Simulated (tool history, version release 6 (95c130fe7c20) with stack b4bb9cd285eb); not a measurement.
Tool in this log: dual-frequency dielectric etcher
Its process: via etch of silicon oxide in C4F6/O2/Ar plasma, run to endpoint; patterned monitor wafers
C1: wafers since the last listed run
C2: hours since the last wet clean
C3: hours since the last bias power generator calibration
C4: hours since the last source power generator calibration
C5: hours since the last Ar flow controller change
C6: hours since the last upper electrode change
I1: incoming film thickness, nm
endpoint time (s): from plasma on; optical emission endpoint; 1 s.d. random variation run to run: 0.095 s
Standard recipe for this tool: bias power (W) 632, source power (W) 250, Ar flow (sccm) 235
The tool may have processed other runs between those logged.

Run 1, hour 0: usual settings but bias power (W) 585, source power (W) 210; C1 0; C2 55.7; C3 479.5; C4 3780.4; C5 1032.4; C6 3816.7; I1 123.7. Result: endpoint time (s) 33.7.
Run 2, hour 279.2: usual settings but bias power (W) 553, Ar flow (sccm) 276; C1 3284; C2 334.9; C3 758.7; C4 4059.6; C5 1311.6; C6 4095.9; I1 124. Result: endpoint time (s) 31.9.
Run 3, hour 362.7: usual settings; C1 982; C2 418.4; C3 842.2; C4 4143.1; C5 1395.1; C6 4179.4; I1 125.3. Result: endpoint time (s) 30.3.
Run 4, hour 462.1: usual settings; C1 1169; C2 517.8; C3 941.6; C4 4242.5; C5 1494.5; C6 4278.8; I1 123.9. Result: endpoint time (s) 29.9.
Run 5, hour 526.7: usual settings; C1 760; C2 582.4; C3 1006.2; C4 4307.1; C5 1559.1; C6 4343.4; I1 124. Result: endpoint time (s) 29.9.
Run 6, hour 603.8: usual settings; C1 907; C2 659.5; C3 1083.3; C4 4384.2; C5 1636.2; C6 4420.5; I1 124.7. Result: endpoint time (s) 30.2.
At hour 634.1: wet clean of the chamber.
Run 7, hour 681.3: usual settings; C1 629; C2 47.2; C3 1160.8; C4 4461.7; C5 1713.7; C6 4498; I1 124.9. Result: endpoint time (s) 30.3.
Run 8, hour 762: usual settings; C1 949; C2 127.9; C3 1241.5; C4 4542.4; C5 1794.4; C6 4578.7; I1 124. Result: endpoint time (s) 29.8.
Run 9, hour 835.1: usual settings but bias power (W) 730; C1 860; C2 201; C3 1314.6; C4 4615.5; C5 1867.5; C6 4651.8; I1 124.9. Result: endpoint time (s) 28.9.
At hour 909.7: upper electrode replaced.
Run 10, hour 910.2: usual settings; C1 601; C2 276.1; C3 1389.7; C4 4690.6; C5 1942.6; C6 0.5; I1 124.5. Result: endpoint time (s) 30.3.
Run 11, hour 1196.6: usual settings but bias power (W) 503, source power (W) 280, Ar flow (sccm) 280; C1 3369; C2 562.5; C3 1676.1; C4 4977; C5 2229; C6 286.9; I1 125.3. Result: endpoint time (s) 31.5.
At hour 1221: wet clean of the chamber.
Run 12, hour 1266.2: usual settings but source power (W) 270; C1 536; C2 45.2; C3 1745.7; C4 5046.6; C5 2298.6; C6 356.5; I1 125.1. Result: endpoint time (s) 29.2.
At hour 1319: source power generator calibrated.
Run 13, hour 1324.6: usual settings but bias power (W) 543; C1 640; C2 103.6; C3 1804.1; C4 5.6; C5 2357; C6 414.9; I1 124. Result: endpoint time (s) 31.6.
Run 14, hour 1375: usual settings but Ar flow (sccm) 259; C1 592; C2 154; C3 1854.5; C4 56; C5 2407.4; C6 465.3; I1 124.7. Result: endpoint time (s) 30.7.
Run 15, hour 1445.8: usual settings; C1 833; C2 224.8; C3 1925.3; C4 126.8; C5 2478.2; C6 536.1; I1 124.6. Result: endpoint time (s) 30.3.
Run 16, hour 1500.3: usual settings but source power (W) 300, Ar flow (sccm) 252; C1 641; C2 279.3; C3 1979.8; C4 181.3; C5 2532.7; C6 590.6; I1 123.9. Result: endpoint time (s) 27.8.
At hour 1594: Ar flow controller replaced.
At hour 1625.5: bias power generator calibrated.
Run 17, hour 1738: usual settings but bias power (W) 758, source power (W) 200, Ar flow (sccm) 191; C1 2679; C2 517; C3 112.5; C4 419; C5 144; C6 828.3; I1 125.7. Result: endpoint time (s) 32.
Run 18, hour 1794.9: usual settings but Ar flow (sccm) 186; C1 669; C2 573.9; C3 169.4; C4 475.9; C5 200.9; C6 885.2; I1 123.2. Result: endpoint time (s) 29.6.
At hour 1873.2: wet clean of the chamber.
Run 19, hour 1874.7: usual settings but bias power (W) 501, source power (W) 210, Ar flow (sccm) 210; C1 656; C2 1.5; C3 249.2; C4 555.7; C5 280.7; C6 965; I1 124.3. Result: endpoint time (s) 35.5.
Run 20, hour 1970.1: usual settings; C1 1122; C2 96.9; C3 344.6; C4 651.1; C5 376.1; C6 1060.4; I1 124.8. Result: endpoint time (s) 30.8.
Run 21, hour 2076: usual settings; C1 1245; C2 202.8; C3 450.5; C4 757; C5 482; C6 1166.3; I1 124.6. Result: endpoint time (s) 30.6.
Run 22, hour 2116.1: usual settings but bias power (W) 725, source power (W) 300, Ar flow (sccm) 283; C1 471; C2 242.9; C3 490.6; C4 797.1; C5 522.1; C6 1206.4; I1 125.5. Result: endpoint time (s) 27.5.
At hour 2374.1: bias power generator calibrated, repeated, since the last time left the tool worse.
Run 23, hour 2401: usual settings but bias power (W) 721, source power (W) 280, Ar flow (sccm) 212; C1 3304; C2 527.8; C3 26.9; C4 1082; C5 807; C6 1491.3; I1 124.6. Result: endpoint time (s) 26.8.
Run 24, hour 2487.8: usual settings; C1 1021; C2 614.6; C3 113.7; C4 1168.8; C5 893.8; C6 1578.1; I1 124.7. Result: endpoint time (s) 30.1.
Run 25, hour 2550.7: usual settings; C1 740; C2 677.5; C3 176.6; C4 1231.7; C5 956.7; C6 1641; I1 125.2. Result: endpoint time (s) 30.1.
At hour 2575.4: wet clean of the chamber.
Run 26, hour 2591.1: usual settings; C1 192; C2 15.7; C3 217; C4 1272.1; C5 997.1; C6 1681.4; I1 125.1. Result: endpoint time (s) 30.2.
Run 27, hour 2720: usual settings but bias power (W) 503, source power (W) 280, Ar flow (sccm) 280; C1 1516; C2 144.6; C3 345.9; C4 1401; C5 1126; C6 1810.3; I1 125. Result: endpoint time (s) 31.1.

The same runs without the tool's hidden state, with the same run-to-run variation:
The tool's hidden condition here consists of: etch rate over this chamber's usual, %; bias power that arrives over what is set, %; source power that arrives over what is set, %; Ar flow that arrives over what is set, %.
run  endpoint time (s)
  1               33.6
  2               31.9
  3               30.2
  4               29.8
  5               29.8
  6                 30
  7               30.1
  8               29.7
  9               28.7
 10               30.1
 11               31.3
 12               28.9
 13               31.3
 14               30.4
 15                 30
 16               27.6
 17               31.4
 18                 29
 19               34.9
 20               30.2
 21                 30
 22               26.9
 23               26.8
 24               30.1
 25               30.1
 26               30.2
 27                 31

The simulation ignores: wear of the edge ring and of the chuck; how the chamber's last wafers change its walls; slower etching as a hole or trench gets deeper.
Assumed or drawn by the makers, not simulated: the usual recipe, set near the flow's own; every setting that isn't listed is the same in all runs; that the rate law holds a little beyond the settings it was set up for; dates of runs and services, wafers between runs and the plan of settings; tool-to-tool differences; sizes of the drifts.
